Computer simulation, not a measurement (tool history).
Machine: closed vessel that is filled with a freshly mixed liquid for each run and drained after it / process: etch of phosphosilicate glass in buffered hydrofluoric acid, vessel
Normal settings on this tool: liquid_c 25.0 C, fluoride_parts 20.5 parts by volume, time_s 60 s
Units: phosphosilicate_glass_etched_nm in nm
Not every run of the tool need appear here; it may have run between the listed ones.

| run | hour | liquid_c | fluoride_parts | time_s | read-back film thickness of the phosphosilicate glass reference wafer, read on the same gauge (nm) | phosphosilicate_glass_etched_nm |
|---|---|---|---|---|---|---|
| 1 | 0.0 | 25.0 | 20.5 | 60 | 130.00 | 258.98 |
| 2 | 20.8 | 25.0 | 20.5 | 60 | 129.99 | 266.08 |
| 3 | 34.0 | 25.0 | 20.5 | 60 | 129.99 | 266.27 |
| 4 | 65.7 | 25.0 | 20.5 | 60 | 130.02 | 264.86 |
| 5 | 84.6 | 25.0 | 20.5 | 60 | 130.03 | 265.97 |
| 6 | 103.8 | 25.0 | 20.5 | 60 | 130.00 | 270.01 |
|  | 115.2 | gauge calibrated |
| 7 | 126.2 | 25.0 | 20.5 | 60 | 130.02 | 271.55 |
| 8 | 147.6 | 25.0 | 16.0 | 30 | 129.99 | 169.29 |
| 9 | 167.6 | 22.5 | 15.0 | 80 | 130.02 | 433.99 |
| 10 | 219.4 | 25.0 | 17.5 | 40 | 129.98 | 209.99 |
|  | 226.4 | hydrofluoric acid flow meter replaced |
|  | 238.2 | thermometer replaced |
| 11 | 246.1 | 21.5 | 20.5 | 95 | 129.95 | 296.74 |
| 12 | 269.7 | 25.0 | 20.5 | 60 | 129.98 | 233.56 |
| 13 | 293.5 | 28.0 | 14.0 | 90 | 130.02 | 599.23 |
| 14 | 314.5 | 25.0 | 20.5 | 60 | 130.04 | 232.51 |

Predict each of these 4 candidate next runs independently; none follows another, all start after run 14:
| A | 315.2 | 25.0 | 20.5 | 60 | ? | ? |
| B | 315.2 | 29.0 | 26.0 | 35 | ? | ? |
| C | 315.2 | 25.0 | 20.5 | 30 | ? | ? |
| D | 315.2 | 22.0 | 27.5 | 60 | ? | ? |

| run | read-back film thickness of the phosphosilicate glass reference wafer, read on the same gauge (nm) | phosphosilicate_glass_etched_nm |
|---|---|---|
| A | 129.97 | 231.85 |
| B | 129.97 | 142.46 |
| C | 129.97 | 115.92 |
| D | 129.97 | 160.65 |
With no hidden state in the tool, these same runs would have given:
| run | phosphosilicate_glass_etched_nm |
|---|---|
| A | 226.49 |
| B | 139.23 |
| C | 113.25 |
| D | 156.86 |
